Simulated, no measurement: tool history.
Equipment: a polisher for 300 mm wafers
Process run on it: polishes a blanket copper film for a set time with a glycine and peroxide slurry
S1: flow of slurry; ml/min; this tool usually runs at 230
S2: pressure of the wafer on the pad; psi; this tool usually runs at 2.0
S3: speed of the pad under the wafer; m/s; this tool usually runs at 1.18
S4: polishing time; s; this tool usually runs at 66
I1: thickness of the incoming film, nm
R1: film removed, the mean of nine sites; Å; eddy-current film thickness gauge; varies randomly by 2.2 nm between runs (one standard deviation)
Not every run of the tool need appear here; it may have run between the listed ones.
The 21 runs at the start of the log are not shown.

run,hour,S1,S2,S3,S4,I1,R1
22,1704.4,165,2.2,1.18,66,1223.6,2913
# hour 1803.2: worn pad replaced by a new one
23,1812.1,230,2.4,1.18,88,1232.1,4466
# hour 1815.7: head pressure recalibrated
24,1868.9,310,1.4,1.18,57,1231.6,2084
25,1947.8,155,1.7,1.18,66,1238.1,2485
26,2015.6,230,2.0,1.18,66,1234.0,2920
27,2095.0,230,2.6,0.86,66,1210.6,2700
# hour 2154.5: slurry nozzle cleaned
28,2177.2,250,2.0,0.98,66,1236.7,2519
# hour 2259.6: head pressure recalibrated
29,2271.2,230,2.0,1.18,66,1247.6,2753
30,2339.0,230,2.0,0.96,66,1241.8,2388
# hour 2346.6: worn pad replaced by a new one
31,2439.4,230,2.5,1.50,66,1238.8,4092
32,2557.4,230,2.0,1.30,66,1227.0,3137

Alternative continuations, all from the tool just after run 32; predict every row:
A,2557.8,230,2.0,1.18,66,1224.0,?
B,2557.8,230,1.5,0.88,46,1224.0,?
C,2557.8,230,2.0,1.02,84,1224.0,?
D,2557.8,285,2.0,1.18,66,1224.0,?

run,R1
A,2930
B,1404
C,3345
D,2999
With no hidden state in the tool, these same runs would have given:
run,R1
A,2914
B,1400
C,3329
D,2982
